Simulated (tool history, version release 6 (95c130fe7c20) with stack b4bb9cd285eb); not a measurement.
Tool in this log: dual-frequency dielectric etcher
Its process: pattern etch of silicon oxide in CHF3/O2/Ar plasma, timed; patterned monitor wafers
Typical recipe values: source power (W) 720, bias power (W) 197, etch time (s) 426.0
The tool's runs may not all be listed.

run	hour	source power (W)	bias power (W)	etch time (s)	read-back reference wafer on the same gauge, depth_nm	mean etch depth across the wafer (Å)
1	0.0	670	197	390.5	866.3	7939
# hour 53.4: wet clean of the chamber
2	95.4	670	197	390.5	868.0	7894
3	163.4	720	197	426.0	868.2	8864
4	210.9	720	197	426.0	869.3	8949
5	286.2	720	197	426.0	870.7	8927
6	375.3	720	230	426.0	872.1	9515
7	461.6	720	230	426.0	874.7	9541
8	552.6	720	197	426.0	875.7	8972
# hour 591.2: bias power generator calibrated
# hour 595.4: wet clean of the chamber
9	645.6	720	197	426.0	876.3	9025
10	773.2	600	197	426.0	880.3	8391
11	827.9	720	197	426.0	880.6	9023
# hour 868.6: gauge calibrated
12	912.5	660	164	426.0	849.4	7857

Forecast run 13:
13	1000.9	620	226	426.0	?	?

Run 13 produced read-back reference wafer on the same gauge, depth_nm 852.5, mean etch depth across the wafer (Å) 8696.
With no hidden state in the tool, this same run would have given mean etch depth across the wafer (Å) 8739.
